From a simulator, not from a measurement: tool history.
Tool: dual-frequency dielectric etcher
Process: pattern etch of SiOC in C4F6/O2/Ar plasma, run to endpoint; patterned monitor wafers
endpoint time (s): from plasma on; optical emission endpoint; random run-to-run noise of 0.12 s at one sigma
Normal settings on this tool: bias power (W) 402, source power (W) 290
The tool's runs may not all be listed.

run	hour	bias power (W)	source power (W)	wafers since the last listed run	hours since the last wet clean	hours since the last bias power generator calibration	hours since the last source power generator calibration	hours since the last upper electrode change	incoming incoming film thickness, nm	endpoint time (s)
1	0	402	270	0	20.1	1531.4	1884.1	2917.9	40.43	16.5
2	13.8	402	290	260	33.9	1545.2	1897.9	2931.7	40.37	16.4
3	30.4	402	340	313	50.5	1561.8	1914.5	2948.3	40.91	15.5
4	44.4	402	340	264	64.5	1575.8	1928.5	2962.3	40.73	15.7
5	51.2	402	290	128	71.3	1582.6	1935.3	2969.1	40.62	16.4
6	67.2	402	290	302	87.3	1598.6	1951.3	2985.1	40.74	16.3
7	79.7	402	290	236	99.8	1611.1	1963.8	2997.6	40.71	16.4
8	97.7	402	290	339	117.8	1629.1	1981.8	3015.6	40.5	16.2
9	111.4	402	290	258	131.5	1642.8	1995.5	3029.3	40.41	16.4
10	118.6	402	240	135	138.7	1650	2002.7	3036.5	40.49	17
11	134.7	351	290	304	154.8	1666.1	2018.8	3052.6	40.76	17.8
12	152.1	471	340	328	172.2	1683.5	2036.2	3070	40.22	14.6
13	163.9	471	340	222	184	1695.3	2048	3081.8	40.78	15
14	178.8	471	340	281	198.9	1710.2	2062.9	3096.7	40.44	14.8
15	196.7	336	290	338	216.8	1728.1	2080.8	3114.6	40.69	18.3
16	203.8	354	240	134	223.9	1735.2	2087.9	3121.7	40.88	18.6
17	214	474	330	192	234.1	1745.4	2098.1	3131.9	40.94	14.9
18	240.3	324	330	496	260.4	1771.7	2124.4	3158.2	40.58	17.9
19	250.7	362	340	196	270.8	1782.1	2134.8	3168.6	40.25	16.9
# hour 286.4: upper electrode replaced
20	286.9	496	240	230	307	1818.3	2171	0.5	40.99	16
21	287.2	402	290	5	307.3	1818.6	2171.3	0.8	40.78	16.7
22	294.7	320	290	141	314.8	1826.1	2178.8	8.3	40.02	18.3
23	310.8	373	220	304	330.9	1842.2	2194.9	24.4	40.58	18.7
# hour 346.1: bias power generator calibrated
# hour 349.8: source power generator calibrated
# hour 350.8: wet clean of the chamber
24	351.3	402	290	601	0.5	5.2	1.5	64.9	40.87	16.5
25	351.6	402	290	5	0.8	5.5	1.8	65.2	40.71	16.3
26	357.8	472	330	117	7	11.7	8	71.4	40.58	14.7
27	367.4	402	360	181	16.6	21.3	17.6	81	40.7	15.7
28	374.9	490	310	141	24.1	28.8	25.1	88.5	40.85	14.8
29	425.8	455	340	961	75	79.7	76	139.4	40.52	14.8
30	432	333	220	117	81.2	85.9	82.2	145.6	40.66	19.2
31	438.3	402	290	118	87.5	92.2	88.5	151.9	40.68	16.4
32	455.2	335	310	319	104.4	109.1	105.4	168.8	40.93	17.7
33	469.7	402	290	273	118.9	123.6	119.9	183.3	40.85	16.4
34	486.5	402	360	317	135.7	140.4	136.7	200.1	40.53	15.5
35	493.7	402	290	135	142.9	147.6	143.9	207.3	40.74	16.5
36	501.4	402	290	145	150.6	155.3	151.6	215	40.43	16.2

What would each run have given without the hidden state, its run-to-run variation left as it was?
Unlogged tool condition in this case: etch rate over this chamber's usual, %; bias power that arrives over what is set, %; source power that arrives over what is set, %.
run	endpoint time (s)
1	16.5
2	16.4
3	15.5
4	15.6
5	16.3
6	16.2
7	16.3
8	16.1
9	16.1
10	16.7
11	17.6
12	14.3
13	14.7
14	14.5
15	17.9
16	18.2
17	14.5
18	17.3
19	16.4
20	15.5
21	16.1
22	17.6
23	18
24	16.4
25	16.3
26	14.7
27	15.6
28	14.8
29	14.7
30	19
31	16.3
32	17.4
33	16.1
34	15.3
35	16.2
36	15.9

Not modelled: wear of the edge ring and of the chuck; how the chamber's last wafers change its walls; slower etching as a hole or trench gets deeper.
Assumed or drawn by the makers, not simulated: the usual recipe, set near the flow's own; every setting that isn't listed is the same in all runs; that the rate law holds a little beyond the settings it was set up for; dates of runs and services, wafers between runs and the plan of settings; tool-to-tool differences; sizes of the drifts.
